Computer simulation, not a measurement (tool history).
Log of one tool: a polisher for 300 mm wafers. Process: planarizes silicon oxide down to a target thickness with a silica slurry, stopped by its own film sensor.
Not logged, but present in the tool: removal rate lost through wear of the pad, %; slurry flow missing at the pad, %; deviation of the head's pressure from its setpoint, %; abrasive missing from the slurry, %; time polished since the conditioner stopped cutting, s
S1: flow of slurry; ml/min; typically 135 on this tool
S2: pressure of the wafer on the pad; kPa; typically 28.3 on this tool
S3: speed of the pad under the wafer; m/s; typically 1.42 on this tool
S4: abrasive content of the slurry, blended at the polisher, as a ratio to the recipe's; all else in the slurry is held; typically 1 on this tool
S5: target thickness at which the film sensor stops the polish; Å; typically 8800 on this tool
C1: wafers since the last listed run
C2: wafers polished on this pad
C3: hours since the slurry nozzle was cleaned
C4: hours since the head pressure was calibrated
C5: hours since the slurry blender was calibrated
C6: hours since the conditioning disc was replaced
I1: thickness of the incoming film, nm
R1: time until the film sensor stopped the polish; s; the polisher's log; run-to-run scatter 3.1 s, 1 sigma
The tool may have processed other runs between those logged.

{"run": 1, "day": 0.0, "S1": 135, "S2": 28.3, "S3": 1.42, "S4": 1, "S5": 8800, "C1": 0, "C2": 302, "C3": 34.4, "C4": 91, "C5": 63.6, "C6": 232.1, "I1": 1400.3, "R1": 182.3}
{"run": 2, "day": 1.125, "S1": 135, "S2": 23.4, "S3": 1.42, "S4": 1, "S5": 8800, "C1": 168, "C2": 471, "C3": 61.4, "C4": 118, "C5": 90.6, "C6": 259.1, "I1": 1414, "R1": 219.5}
{"run": 3, "day": 2.408, "S1": 135, "S2": 23.4, "S3": 1.42, "S4": 1, "S5": 8800, "C1": 192, "C2": 663, "C3": 92.2, "C4": 148.8, "C5": 121.4, "C6": 289.9, "I1": 1410, "R1": 225.7}
{"run": 4, "day": 3.529, "S1": 135, "S2": 28.3, "S3": 1.1, "S4": 0.7, "S5": 8800, "C1": 168, "C2": 831, "C3": 119.1, "C4": 175.7, "C5": 148.3, "C6": 316.8, "I1": 1414.4, "R1": 296}
{"run": 5, "day": 4.383, "S1": 135, "S2": 28.3, "S3": 1.14, "S4": 1, "S5": 8800, "C1": 128, "C2": 959, "C3": 139.6, "C4": 196.2, "C5": 168.8, "C6": 337.3, "I1": 1395.8, "R1": 215.4}
{"run": 6, "day": 5.571, "S1": 135, "S2": 28.3, "S3": 1.82, "S4": 0.85, "S5": 8800, "C1": 178, "C2": 1137, "C3": 168.1, "C4": 224.7, "C5": 197.3, "C6": 365.8, "I1": 1408.6, "R1": 166.6}
{"run": 7, "day": 6.1, "S1": 135, "S2": 28.3, "S3": 1.78, "S4": 1, "S5": 8800, "C1": 79, "C2": 1216, "C3": 180.8, "C4": 237.4, "C5": 210, "C6": 378.5, "I1": 1410.8, "R1": 150.8}
{"day": 6.25, "done": "slurry blender recalibrated"}
{"day": 6.371, "done": "worn pad replaced by a new one"}
{"run": 8, "day": 6.692, "S1": 135, "S2": 28.3, "S3": 1.42, "S4": 1, "S5": 8800, "C1": 58, "C2": 48, "C3": 195, "C4": 251.6, "C5": 10.6, "C6": 392.7, "I1": 1402.1, "R1": 169.2}
{"run": 9, "day": 7.238, "S1": 135, "S2": 33.8, "S3": 1.42, "S4": 1, "S5": 8800, "C1": 81, "C2": 130, "C3": 208.1, "C4": 264.7, "C5": 23.7, "C6": 405.8, "I1": 1418.8, "R1": 151.7}
{"run": 10, "day": 7.754, "S1": 135, "S2": 28.3, "S3": 1.42, "S4": 1, "S5": 8800, "C1": 77, "C2": 207, "C3": 220.5, "C4": 277.1, "C5": 36.1, "C6": 418.2, "I1": 1423.4, "R1": 180.7}
{"run": 11, "day": 8.383, "S1": 125, "S2": 28.3, "S3": 1.42, "S4": 1.2, "S5": 9700, "C1": 94, "C2": 301, "C3": 235.6, "C4": 292.2, "C5": 51.2, "C6": 433.3, "I1": 1393.8, "R1": 131.3}
{"day": 8.958, "done": "conditioning disc replaced and pad reconditioned"}
{"run": 12, "day": 9.075, "S1": 135, "S2": 28.3, "S3": 1.42, "S4": 1, "S5": 8800, "C1": 91, "C2": 393, "C3": 252.2, "C4": 308.8, "C5": 67.8, "C6": 2.8, "I1": 1382.2, "R1": 167.7}
{"run": 13, "day": 9.929, "S1": 135, "S2": 28.3, "S3": 1.42, "S4": 1, "S5": 7920, "C1": 128, "C2": 521, "C3": 272.7, "C4": 329.3, "C5": 88.3, "C6": 23.3, "I1": 1414.5, "R1": 224.5}
{"run": 14, "day": 10.733, "S1": 105, "S2": 32.4, "S3": 1.68, "S4": 0.9, "S5": 8800, "C1": 120, "C2": 641, "C3": 292, "C4": 348.6, "C5": 107.6, "C6": 42.6, "I1": 1383.1, "R1": 153.9}
{"run": 15, "day": 13.454, "S1": 135, "S2": 28.3, "S3": 1.42, "S4": 1, "S5": 10230, "C1": 407, "C2": 1049, "C3": 357.3, "C4": 413.9, "C5": 172.9, "C6": 107.9, "I1": 1412.2, "R1": 142}
{"day": 14.35, "done": "worn pad replaced by a new one"}
{"run": 16, "day": 14.371, "S1": 100, "S2": 28.3, "S3": 1.42, "S4": 1, "S5": 7380, "C1": 112, "C2": 3, "C3": 379.3, "C4": 435.9, "C5": 194.9, "C6": 129.9, "I1": 1401.2, "R1": 259.3}
{"run": 17, "day": 15.75, "S1": 135, "S2": 28.3, "S3": 1.42, "S4": 1, "S5": 7600, "C1": 206, "C2": 209, "C3": 412.4, "C4": 469, "C5": 228, "C6": 163, "I1": 1403.2, "R1": 224.6}
{"day": 16.133, "done": "slurry blender recalibrated"}
{"run": 18, "day": 16.475, "S1": 155, "S2": 28.3, "S3": 1.42, "S4": 1.15, "S5": 8800, "C1": 96, "C2": 306, "C3": 429.8, "C4": 486.4, "C5": 8.2, "C6": 180.4, "I1": 1407.4, "R1": 156.4}
{"run": 19, "day": 17.021, "S1": 135, "S2": 28.3, "S3": 1.42, "S4": 1, "S5": 8800, "C1": 81, "C2": 388, "C3": 442.9, "C4": 499.5, "C5": 21.3, "C6": 193.5, "I1": 1406.4, "R1": 176.6}
{"run": 20, "day": 18.296, "S1": 175, "S2": 21.4, "S3": 1.58, "S4": 1, "S5": 10660, "C1": 191, "C2": 579, "C3": 473.5, "C4": 530.1, "C5": 51.9, "C6": 224.1, "I1": 1424.7, "R1": 134.9}
{"run": 21, "day": 18.821, "S1": 135, "S2": 35.9, "S3": 1.62, "S4": 1, "S5": 9860, "C1": 78, "C2": 657, "C3": 486.1, "C4": 542.7, "C5": 64.5, "C6": 236.7, "I1": 1418.4, "R1": 105.9}
{"run": 22, "day": 19.4, "S1": 120, "S2": 28.3, "S3": 1.58, "S4": 0.75, "S5": 7630, "C1": 86, "C2": 744, "C3": 500, "C4": 556.6, "C5": 78.4, "C6": 250.6, "I1": 1393.6, "R1": 254.2}
{"day": 20.371, "done": "slurry nozzle cleaned"}
{"run": 23, "day": 20.538, "S1": 135, "S2": 28.3, "S3": 1.58, "S4": 1.15, "S5": 8800, "C1": 164, "C2": 908, "C3": 4, "C4": 583.9, "C5": 105.7, "C6": 277.9, "I1": 1383.4, "R1": 155.7}
{"run": 24, "day": 21.396, "S1": 155, "S2": 35.9, "S3": 1.42, "S4": 0.85, "S5": 8800, "C1": 128, "C2": 1037, "C3": 24.6, "C4": 604.5, "C5": 126.3, "C6": 298.5, "I1": 1381.6, "R1": 153.6}

Predict each of these 5 candidate next runs independently; none follows another, all start after run 24:
{"run": "A", "day": 21.417, "S1": 90, "S2": 28.3, "S3": 1.42, "S4": 1, "S5": 8800, "C1": 3, "C2": 1040, "C3": 25.1, "C4": 605, "C5": 126.8, "C6": 299, "I1": 1399.1, "R1": "?"}
{"run": "B", "day": 21.417, "S1": 160, "S2": 28.3, "S3": 1.42, "S4": 1, "S5": 8800, "C1": 3, "C2": 1040, "C3": 25.1, "C4": 605, "C5": 126.8, "C6": 299, "I1": 1399.1, "R1": "?"}
{"run": "C", "day": 21.417, "S1": 150, "S2": 28.3, "S3": 1.02, "S4": 1.3, "S5": 8800, "C1": 3, "C2": 1040, "C3": 25.1, "C4": 605, "C5": 126.8, "C6": 299, "I1": 1399.1, "R1": "?"}
{"run": "D", "day": 21.417, "S1": 135, "S2": 28.3, "S3": 1.42, "S4": 1.2, "S5": 10590, "C1": 3, "C2": 1040, "C3": 25.1, "C4": 605, "C5": 126.8, "C6": 299, "I1": 1399.1, "R1": "?"}
{"run": "E", "day": 21.417, "S1": 135, "S2": 28.3, "S3": 0.94, "S4": 0.8, "S5": 8800, "C1": 3, "C2": 1040, "C3": 25.1, "C4": 605, "C5": 126.8, "C6": 299, "I1": 1399.1, "R1": "?"}

run=A R1=205
run=B R1=178.3
run=C R1=205.6
run=D R1=109.6
run=E R1=292.8
Without the tool's hidden state the same runs would have given:
run=A R1=188.1
run=B R1=163.5
run=C R1=191
run=D R1=101.5
run=E R1=265.6
